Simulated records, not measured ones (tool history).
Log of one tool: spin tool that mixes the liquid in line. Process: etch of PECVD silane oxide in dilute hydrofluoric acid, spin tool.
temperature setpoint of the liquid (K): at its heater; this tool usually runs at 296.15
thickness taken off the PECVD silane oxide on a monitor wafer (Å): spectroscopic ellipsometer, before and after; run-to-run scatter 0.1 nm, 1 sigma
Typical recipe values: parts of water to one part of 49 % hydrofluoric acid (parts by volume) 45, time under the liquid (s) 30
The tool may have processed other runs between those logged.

run,day,temperature setpoint of the liquid (K),parts of water to one part of 49 % hydrofluoric acid (parts by volume),time under the liquid (s),"read-back film thickness of the PECVD silane oxide reference wafer, read on the same gauge (nm)",thickness taken off the PECVD silane oxide on a monitor wafer (Å)
1,0,296.15,45,30,30.01,237.3
2,2.829,296.15,45,30,29.97,237.1
3,5.375,296.15,45,30,30.02,236.6
4,7.192,296.15,45,30,30.01,235.5
5,9.179,296.15,45,30,29.98,235.2
6,12.733,296.15,45,30,30.03,234
# day 14.779: hydrofluoric acid flow meter replaced
7,14.846,296.15,45,30,30.01,233.7
8,21.721,292.15,45,30,30.01,192.9
9,23.838,296.15,25,50,29.97,707.4
10,26.521,296.15,45,30,30.03,229.9
11,28.692,296.15,45,30,29.98,226.1
12,29.933,296.15,45,30,29.95,228
# day 30.104: thermometer replaced
# day 32.433: gauge calibrated
13,32.45,296.15,45,15,30,120.2
14,34.962,294.15,60,15,29.99,80.6
15,36.1,296.15,45,30,30.03,238.5
16,38.071,294.65,65,15,30.04,74.6
# day 39.125: hydrofluoric acid flow meter replaced
17,44.95,296.15,45,30,29.96,234.2
18,47.862,300.15,50,45,30.02,368.3
19,55.279,298.15,65,20,30.02,112.6
20,58.171,293.15,45,30,29.97,202.3
# day 59.679: thermometer replaced
21,60.721,296.15,45,30,30.03,242.5
22,62.271,296.15,35,30,29.99,315.3
23,65.246,296.15,45,30,30.01,238.6
24,66.883,294.65,45,30,30.01,225.9
25,68.029,296.15,50,20,29.99,141.9
# day 70.15: hydrofluoric acid flow meter replaced
26,70.267,296.15,45,40,29.96,316
27,76.392,296.15,45,30,30.01,235.9
28,78.538,296.15,45,30,29.96,235.7
29,80.317,292.65,30,40,30.01,410.4
30,86.917,293.65,45,30,30,208
31,88.875,299.15,55,50,29.98,352.5
32,90.117,300.65,45,15,30,138.9

For each run, the measured value with the value that run would have given without the tool's hidden condition subtracted. The run-to-run variation is shared by both, the gauge scatter possibly not:
Unlogged tool condition in this case: liquid colder than its thermometer reads (K); hydrofluoric acid flow above the setpoint (%); gauge reads high (%).
run,thickness taken off the PECVD silane oxide on a monitor wafer (Å)
1,-4.2
2,-5.3
3,-6.2
4,-6.9
5,-7.7
6,-9.1
7,-9.9
8,-10.6
9,-41.5
10,-14.3
11,-14.9
12,-15.5
13,-1.3
14,-1.2
15,-4.1
16,-1.5
17,-7.4
18,-13
19,-5.4
20,-11.3
21,-0.4
22,-1.4
23,-2.2
24,-2.7
25,-1.9
26,-5.4
27,-6.5
28,-7.3
29,-14.4
30,-9.5
31,-16.5
32,-6.7
